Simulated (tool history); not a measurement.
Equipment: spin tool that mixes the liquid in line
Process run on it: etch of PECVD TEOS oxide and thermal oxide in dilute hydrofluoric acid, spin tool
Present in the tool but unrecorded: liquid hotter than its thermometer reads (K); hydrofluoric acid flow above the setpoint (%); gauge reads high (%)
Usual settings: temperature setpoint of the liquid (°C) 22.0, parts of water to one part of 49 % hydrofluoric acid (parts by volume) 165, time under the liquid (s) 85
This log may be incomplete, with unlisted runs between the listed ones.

run    hour  temperature setpoint of the liquid (°C)  parts of water to one part of 49 % hydrofluoric acid (parts by volume)  time under the liquid (s)  wafers since the last listed run  hours since the thermometer was replaced  hours since the hydrofluoric acid flow meter was replaced  hours since the gauge calibration  read-back film thickness of the PECVD TEOS oxide reference wafer, read on the same gauge (nm)  read-back film thickness of the thermal oxide reference wafer, read on the same gauge (nm)  thickness taken off the PECVD TEOS oxide on a monitor wafer (nm)  thickness taken off the thermal oxide on a monitor wafer (nm)
  1     0.0                                     22.0                                                                     165                         85                                 0                                     618.8                                                     1053.2                             2101.3                                                                                         79.976                                                                                      60.019                                                             4.765                                                          2.205
  2    36.7                                     22.0                                                                     165                         55                               459                                     655.5                                                     1089.9                             2138.0                                                                                         80.000                                                                                      59.991                                                             3.042                                                          1.397
  3   258.9                                     22.0                                                                     165                         55                              2782                                     877.7                                                     1312.1                             2360.2                                                                                         79.978                                                                                      60.003                                                             3.103                                                          1.418
  4   425.0                                     22.0                                                                     165                         85                              2079                                    1043.8                                                     1478.2                             2526.3                                                                                         80.018                                                                                      59.999                                                             4.784                                                          2.217
  5   531.1                                     22.0                                                                     165                         85                              1328                                    1149.9                                                     1584.3                             2632.4                                                                                         80.028                                                                                      59.965                                                             4.869                                                          2.214
  6   594.0                                     22.0                                                                     165                         85                               787                                    1212.8                                                     1647.2                             2695.3                                                                                         80.002                                                                                      59.986                                                             4.851                                                          2.195
  7   638.2                                     22.0                                                                     165                         85                               553                                    1257.0                                                     1691.4                             2739.5                                                                                         79.992                                                                                      59.984                                                             4.852                                                          2.218
      716.3  -- gauge calibrated
  8   718.6                                     22.0                                                                     165                         85                              1006                                    1337.4                                                     1771.8                                2.3                                                                                         79.999                                                                                      60.016                                                             4.848                                                          2.245
  9   781.1                                     20.0                                                                     220                         85                               782                                    1399.9                                                     1834.3                               64.8                                                                                         80.032                                                                                      60.004                                                             3.233                                                          1.496
 10   822.7                                     22.0                                                                     200                         55                               520                                    1441.5                                                     1875.9                              106.4                                                                                         79.998                                                                                      60.011                                                             2.489                                                          1.160
 11  1073.0                                     22.0                                                                     165                        105                              3134                                    1691.8                                                     2126.2                              356.7                                                                                         80.013                                                                                      60.015                                                             6.096                                                          2.754
 12  1145.1                                     24.0                                                                     190                        105                               902                                    1763.9                                                     2198.3                              428.8                                                                                         79.987                                                                                      60.014                                                             5.582                                                          2.534
     1180.6  -- thermometer replaced
 13  1191.0                                     24.5                                                                     140                         45                               562                                      10.4                                                     2244.2                              474.7                                                                                         80.000                                                                                      60.003                                                             3.343                                                          1.591
     1197.3  -- hydrofluoric acid flow meter replaced
 14  1227.7                                     22.0                                                                     165                         85                               447                                      47.1                                                       30.4                              511.4                                                                                         80.027                                                                                      59.990                                                             4.630                                                          2.180
 15  1268.7                                     22.0                                                                     165                        105                               513                                      88.1                                                       71.4                              552.4                                                                                         79.994                                                                                      59.980                                                             5.726                                                          2.625
 16  1316.3                                     22.0                                                                     165                         85                               596                                     135.7                                                      119.0                              600.0                                                                                         80.008                                                                                      59.999                                                             4.634                                                          2.108
 17  1374.5                                     22.0                                                                     165                         85                               728                                     193.9                                                      177.2                              658.2                                                                                         80.007                                                                                      59.980                                                             4.626                                                          2.146
 18  1423.8                                     22.0                                                                     105                         85                               617                                     243.2                                                      226.5                              707.5                                                                                         79.975                                                                                      60.004                                                             7.832                                                          3.671
 19  1508.3                                     23.5                                                                     165                         85                              1058                                     327.7                                                      311.0                              792.0                                                                                         80.042                                                                                      59.991                                                             4.943                                                          2.273
 20  1547.4                                     22.0                                                                     165                         85                               489                                     366.8                                                      350.1                              831.1                                                                                         80.040                                                                                      60.011                                                             4.665                                                          2.167
 21  1629.2                                     18.5                                                                      95                         65                              1024                                     448.6                                                      431.9                              912.9                                                                                         79.985                                                                                      60.007                                                             5.772                                                          2.774
 22  1668.6                                     26.5                                                                     200                         70                               493                                     488.0                                                      471.3                              952.3                                                                                         79.973                                                                                      59.996                                                             3.647                                                          1.713
 23  1917.8                                     22.0                                                                     230                        120                              3120                                     737.2                                                      720.5                             1201.5                                                                                         80.010                                                                                      60.013                                                             4.506                                                          2.033
 24  1962.8                                     18.5                                                                     165                         85                               563                                     782.2                                                      765.5                             1246.5                                                                                         79.987                                                                                      59.992                                                             4.114                                                          1.894
 25  2064.3                                     22.0                                                                     165                         85                              1270                                     883.7                                                      867.0                             1348.0                                                                                         80.015                                                                                      59.996                                                             4.764                                                          2.195
 26  2142.1                                     22.0                                                                     205                         85                               974                                     961.5                                                      944.8                             1425.8                                                                                         80.032                                                                                      59.999                                                             3.673                                                          1.684
 27  2240.8                                     22.0                                                                     165                         60                              1235                                    1060.2                                                     1043.5                             1524.5                                                                                         80.000                                                                                      59.988                                                             3.401                                                          1.571

Measured minus without-hidden-state, run by run (identical run-to-run variation in each term; gauge scatter may differ):
run  thickness taken off the PECVD TEOS oxide on a monitor wafer (nm)  thickness taken off the thermal oxide on a monitor wafer (nm)
  1                                                            +0.126                                                         +0.058
  2                                                            +0.084                                                         +0.038
  3                                                            +0.105                                                         +0.049
  4                                                            +0.186                                                         +0.086
  5                                                            +0.204                                                         +0.093
  6                                                            +0.213                                                         +0.096
  7                                                            +0.220                                                         +0.100
  8                                                            +0.231                                                         +0.107
  9                                                            +0.161                                                         +0.074
 10                                                            +0.126                                                         +0.059
 11                                                            +0.354                                                         +0.159
 12                                                            +0.332                                                         +0.151
 13                                                            +0.102                                                         +0.049
 14                                                            +0.018                                                         +0.009
 15                                                            +0.029                                                         +0.013
 16                                                            +0.031                                                         +0.014
 17                                                            +0.039                                                         +0.018
 18                                                            +0.078                                                         +0.037
 19                                                            +0.061                                                         +0.028
 20                                                            +0.064                                                         +0.029
 21                                                            +0.096                                                         +0.047
 22                                                            +0.062                                                         +0.029
 23                                                            +0.112                                                         +0.050
 24                                                            +0.111                                                         +0.051
 25                                                            +0.139                                                         +0.063
 26                                                            +0.115                                                         +0.053
 27                                                            +0.118                                                         +0.054
